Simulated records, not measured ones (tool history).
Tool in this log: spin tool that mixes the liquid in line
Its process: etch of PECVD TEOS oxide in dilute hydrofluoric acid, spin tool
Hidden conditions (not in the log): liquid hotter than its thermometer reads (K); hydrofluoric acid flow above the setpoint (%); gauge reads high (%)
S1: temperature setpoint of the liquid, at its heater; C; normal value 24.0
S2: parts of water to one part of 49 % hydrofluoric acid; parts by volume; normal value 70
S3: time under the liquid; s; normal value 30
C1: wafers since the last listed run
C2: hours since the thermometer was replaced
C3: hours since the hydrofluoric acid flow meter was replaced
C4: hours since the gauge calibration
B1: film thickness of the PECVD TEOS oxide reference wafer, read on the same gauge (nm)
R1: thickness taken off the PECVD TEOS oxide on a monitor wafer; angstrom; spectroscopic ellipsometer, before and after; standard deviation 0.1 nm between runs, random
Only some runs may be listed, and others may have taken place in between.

Run 1, day 0.000: usual settings; C1 0; C2 1586.0; C3 515.6; C4 751.2; B1 80.01. Result: R1 131.3 angstrom.
Run 2, day 1.500: usual settings; C1 386; C2 1622.0; C3 551.6; C4 787.2; B1 80.01. Result: R1 132.9 angstrom.
Run 3, day 4.688: usual settings but S2 90 parts by volume, S3 15 s; C1 821; C2 1698.5; C3 628.1; C4 863.7; B1 79.99. Result: R1 50.7 angstrom.
Run 4, day 7.062: usual settings but S2 90 parts by volume, S3 15 s; C1 612; C2 1755.5; C3 685.1; C4 920.7; B1 80.01. Result: R1 50.4 angstrom.
Run 5, day 9.450: usual settings but S2 90 parts by volume, S3 15 s; C1 615; C2 1812.8; C3 742.4; C4 978.0; B1 79.99. Result: R1 50.3 angstrom.
Run 6, day 12.775: usual settings; C1 857; C2 1892.6; C3 822.2; C4 1057.8; B1 79.98. Result: R1 134.1 angstrom.
Run 7, day 16.354: usual settings but S2 80 parts by volume; C1 922; C2 1978.5; C3 908.1; C4 1143.7; B1 80.02. Result: R1 115.0 angstrom.
Run 8, day 19.050: usual settings; C1 694; C2 2043.2; C3 972.8; C4 1208.4; B1 80.02. Result: R1 134.0 angstrom.
At day 20.225: gauge calibrated.
Run 9, day 21.988: usual settings; C1 757; C2 2113.7; C3 1043.3; C4 42.3; B1 80.01. Result: R1 135.1 angstrom.
Run 10, day 24.612: usual settings but S1 19.5 C, S3 40 s; C1 676; C2 2176.7; C3 1106.3; C4 105.3; B1 80.01. Result: R1 150.7 angstrom.
At day 26.688: hydrofluoric acid flow meter replaced.
At day 26.854: thermometer replaced.
Run 11, day 28.125: usual settings but S3 35 s; C1 883; C2 30.5; C3 34.5; C4 189.6; B1 79.99. Result: R1 163.3 angstrom.
Run 12, day 32.546: usual settings but S1 20.0 C; C1 1139; C2 136.6; C3 140.6; C4 295.7; B1 80.01. Result: R1 121.5 angstrom.
At day 34.475: thermometer replaced, repeated, since the last time left the tool worse.
Run 13, day 35.475: usual settings; C1 744; C2 24.0; C3 210.9; C4 366.0; B1 80.00. Result: R1 127.0 angstrom.
Run 14, day 38.275: usual settings but S2 85 parts by volume, S3 25 s; C1 721; C2 91.2; C3 278.1; C4 433.2; B1 79.99. Result: R1 83.9 angstrom.
Run 15, day 40.408: usual settings; C1 549; C2 142.4; C3 329.3; C4 484.4; B1 80.04. Result: R1 128.6 angstrom.
Run 16, day 44.404: usual settings but S2 95 parts by volume; C1 1029; C2 238.3; C3 425.2; C4 580.3; B1 80.01. Result: R1 90.1 angstrom.
Run 17, day 46.629: usual settings; C1 573; C2 291.7; C3 478.6; C4 633.7; B1 79.99. Result: R1 126.0 angstrom.
Run 18, day 50.908: usual settings but S1 27.5 C, S2 60 parts by volume, S3 20 s; C1 1103; C2 394.4; C3 581.3; C4 736.4; B1 79.98. Result: R1 114.9 angstrom.
Run 19, day 53.254: usual settings but S1 21.5 C; C1 604; C2 450.7; C3 637.6; C4 792.7; B1 80.02. Result: R1 114.8 angstrom.

Across each entry between runs, compare the hidden state at the last listed run before it with the hidden state at the first listed run after it:
Between runs 8 and 9: gauge calibrated (day 20.225)
  liquid hotter than its thermometer reads (K): 1.8 -> 1.85
  measured value less the no-hidden-state value, R1: +9.4 -> +9.7 angstrom
Between runs 10 and 11: hydrofluoric acid flow meter replaced (day 26.688); thermometer replaced (day 26.854)
  liquid hotter than its thermometer reads (K): 1.9 -> 3.13
  measured value less the no-hidden-state value, R1: +11.5 -> +19.2 angstrom
Between runs 12 and 13: thermometer replaced, repeated, since the last time left the tool worse (day 34.475)
  liquid hotter than its thermometer reads (K): 3.21 -> 0.13
  measured value less the no-hidden-state value, R1: +15.1 -> +0.7 angstrom

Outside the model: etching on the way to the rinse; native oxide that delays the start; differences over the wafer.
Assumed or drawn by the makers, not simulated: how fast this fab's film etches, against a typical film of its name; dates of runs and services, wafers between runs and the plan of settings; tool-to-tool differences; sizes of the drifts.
